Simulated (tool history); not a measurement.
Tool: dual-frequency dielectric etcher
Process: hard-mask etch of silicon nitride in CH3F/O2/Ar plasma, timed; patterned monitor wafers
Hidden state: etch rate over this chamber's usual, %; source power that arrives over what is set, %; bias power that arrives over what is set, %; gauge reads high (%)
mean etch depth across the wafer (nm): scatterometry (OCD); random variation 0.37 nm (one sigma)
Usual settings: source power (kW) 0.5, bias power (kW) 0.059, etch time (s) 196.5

run    hour  source power (kW)  bias power (kW)  etch time (s)  wafers since the last listed run  hours since the last wet clean  hours since the last source power generator calibration  hours since the last bias power generator calibration  hours since the last upper electrode change  hours since the gauge calibration  read-back reference wafer on the same gauge, depth_nm  mean etch depth across the wafer (nm)
  1       0               0.45            0.059          196.5                                 0                           119.9                                                   2839.4                                                 2445.8                                       1809.9                              913.6                                                    188                                  151.6
  2    38.4               0.45            0.059          196.5                               292                           158.3                                                   2877.8                                                 2484.2                                       1848.3                                952                                                  188.1                                  152.1
  3    98.2                0.5            0.059          196.5                               454                           218.1                                                   2937.6                                                   2544                                       1908.1                             1011.8                                                  188.1                                  158.2
  4   181.3               0.59            0.055          196.5                               632                           301.2                                                   3020.7                                                 2627.1                                       1991.2                             1094.9                                                  187.9                                    164
      258.8  -- wet clean of the chamber
  5   286.9               0.59            0.055          196.5                               620                            28.1                                                   3126.3                                                 2732.7                                       2096.8                             1200.5                                                  187.9                                  164.1
  6   352.7               0.53            0.059          149.5                               500                            93.9                                                   3192.1                                                 2798.5                                       2162.6                             1266.3                                                  188.2                                  122.2
  7     389                0.5            0.059          227.5                               276                           130.2                                                   3228.4                                                 2834.8                                       2198.9                             1302.6                                                    188                                  182.9
  8   428.3               0.46            0.059          232.5                               299                           169.5                                                   3267.7                                                 2874.1                                       2238.2                             1341.9                                                  188.3                                  180.8
  9   479.4               0.46            0.059          232.5                               388                           220.6                                                   3318.8                                                 2925.2                                       2289.3                               1393                                                  187.9                                  180.9
      483.7  -- bias power generator calibrated
      558.5  -- gauge calibrated
 10   570.1                0.5            0.059          196.5                               659                           311.3                                                   3409.5                                                   86.4                                         2380                               11.6                                                    188                                  160.5
      630.4  -- wet clean of the chamber
 11   630.9               0.59            0.059            172                               279                             0.5                                                   3470.3                                                  147.2                                       2440.8                               72.4                                                  188.1                                  149.5
 12   717.2               0.47            0.059            144                               656                            86.8                                                   3556.6                                                  233.5                                       2527.1                              158.7                                                  188.3                                  114.4
 13   780.9                0.5            0.059          196.5                               484                           150.5                                                   3620.3                                                  297.2                                       2590.8                              222.4                                                  188.1                                  159.4
      810.1  -- upper electrode replaced
      859.3  -- source power generator calibrated
        959  -- wet clean of the chamber
 14  1000.2                0.6            0.044          196.5                              1272                            41.2                                                    140.9                                                  516.5                                        190.1                              441.7                                                    188                                  154.2
 15  1036.9               0.59            0.059          196.5                               279                            77.9                                                    177.6                                                  553.2                                        226.8                              478.4                                                  188.1                                  171.2
 16  1119.6               0.58            0.066          162.5                               629                           160.6                                                    260.3                                                  635.9                                        309.5                              561.1                                                  188.2                                    146
 17  1210.5               0.61            0.068          196.5                               691                           251.5                                                    351.2                                                  726.8                                        400.4                                652                                                  188.1                                  182.4
     1305.7  -- wet clean of the chamber
 18  1306.2               0.46            0.049          216.5                               545                             0.5                                                    446.9                                                  822.5                                        496.1                              747.7                                                    188                                  159.2
 19  1377.1                0.5            0.059          196.5                               539                            71.4                                                    517.8                                                  893.4                                          567                              818.6                                                  188.2                                  159.9

Forecast each of these 4 alternatives for the next run:
  A  1377.6                0.5            0.065          196.5                                 3                            71.9                                                    518.3                                                  893.9                                        567.5                              819.1                                                      ?                                      ?
  B  1377.6                0.5            0.059          222.5                                 3                            71.9                                                    518.3                                                  893.9                                        567.5                              819.1                                                      ?                                      ?
  C  1377.6                0.5            0.073            231                                 3                            71.9                                                    518.3                                                  893.9                                        567.5                              819.1                                                      ?                                      ?
  D  1377.6               0.41            0.046          196.5                                 3                            71.9                                                    518.3                                                  893.9                                        567.5                              819.1                                                      ?                                      ?

run  read-back reference wafer on the same gauge, depth_nm  mean etch depth across the wafer (nm)
  A                                                  187.8                                  166.1
  B                                                  187.8                                  181.2
  C                                                  187.8                                  204.1
  D                                                  187.8                                    135
Without the tool's hidden state the same runs would have given:
run  mean etch depth across the wafer (nm)
  A                                  166.4
  B                                  181.5
  C                                  204.5
  D                                  135.3

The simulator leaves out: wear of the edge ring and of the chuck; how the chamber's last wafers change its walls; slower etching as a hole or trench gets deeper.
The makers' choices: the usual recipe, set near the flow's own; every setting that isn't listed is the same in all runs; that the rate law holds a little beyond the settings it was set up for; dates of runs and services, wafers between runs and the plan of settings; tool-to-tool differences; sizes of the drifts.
